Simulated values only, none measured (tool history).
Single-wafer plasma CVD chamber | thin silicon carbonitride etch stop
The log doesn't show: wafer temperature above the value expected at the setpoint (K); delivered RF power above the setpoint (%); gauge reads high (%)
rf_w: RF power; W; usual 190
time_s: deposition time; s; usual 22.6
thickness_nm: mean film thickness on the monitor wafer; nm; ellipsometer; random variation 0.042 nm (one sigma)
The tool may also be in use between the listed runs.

run,day,rf_w,time_s,wafers since the last listed run,hours since the last thermocouple change,hours since the last RF generator calibration,hours since the showerhead was replaced,hours since the gauge calibration,"read-back reference wafer on the same gauge, thickness_nm",thickness_nm
1,0.000,170,22.6,0,2339.8,381.6,2910.4,254.8,11.388,13.471
2,2.092,170,22.6,2294,2390.0,431.8,2960.6,305.0,11.403,13.513
3,3.762,170,22.6,1832,2430.1,471.9,3000.7,345.1,11.397,13.549
4,6.554,190,22.6,3062,2497.1,538.9,3067.7,412.1,11.406,14.043
5,10.371,190,22.6,4186,2588.7,630.5,3159.3,503.7,11.399,14.010
6,14.458,190,22.6,4483,2686.8,728.6,3257.4,601.8,11.406,13.978
# day 16.321: showerhead replaced
7,17.458,190,22.6,2925,2758.8,800.6,27.3,673.8,11.398,14.026
# day 18.279: gauge calibrated
# day 19.733: thermocouple changed; heater temperature recalibrated
# day 21.021: RF generator calibrated
8,21.400,190,22.6,3592,40.0,9.1,121.9,74.9,11.398,13.911
9,23.954,190,22.6,2801,101.3,70.4,183.2,136.2,11.402,13.988
10,26.379,190,20.3,2660,159.5,128.6,241.4,194.4,11.400,12.567
11,30.788,205,21.0,4835,265.3,234.4,347.2,300.2,11.411,13.219
12,32.621,220,21.0,2011,309.3,278.4,391.2,344.2,11.401,13.646
13,35.021,165,25.7,2632,366.9,336.0,448.8,401.8,11.390,15.220
14,36.829,190,22.6,1983,410.3,379.4,492.2,445.2,11.404,13.992
15,39.479,190,21.4,2907,473.9,443.0,555.8,508.8,11.395,13.184
16,41.658,190,24.8,2390,526.2,495.3,608.1,561.1,11.399,15.357
# day 42.529: gauge calibrated
17,44.446,220,22.6,3057,593.1,562.2,675.0,46.0,11.399,14.510
18,47.142,190,18.5,2957,657.8,626.9,739.7,110.7,11.399,11.336
19,50.125,190,22.6,3272,729.4,698.5,811.3,182.3,11.406,13.946
20,53.333,205,26.4,3519,806.4,775.5,888.3,259.3,11.401,16.689

The tool's hidden state at each run:
wafer temperature above the value expected at the setpoint (K): 0 in every run
delivered RF power above the setpoint (%): 0 in every run
gauge reads high (%): 0 in every run

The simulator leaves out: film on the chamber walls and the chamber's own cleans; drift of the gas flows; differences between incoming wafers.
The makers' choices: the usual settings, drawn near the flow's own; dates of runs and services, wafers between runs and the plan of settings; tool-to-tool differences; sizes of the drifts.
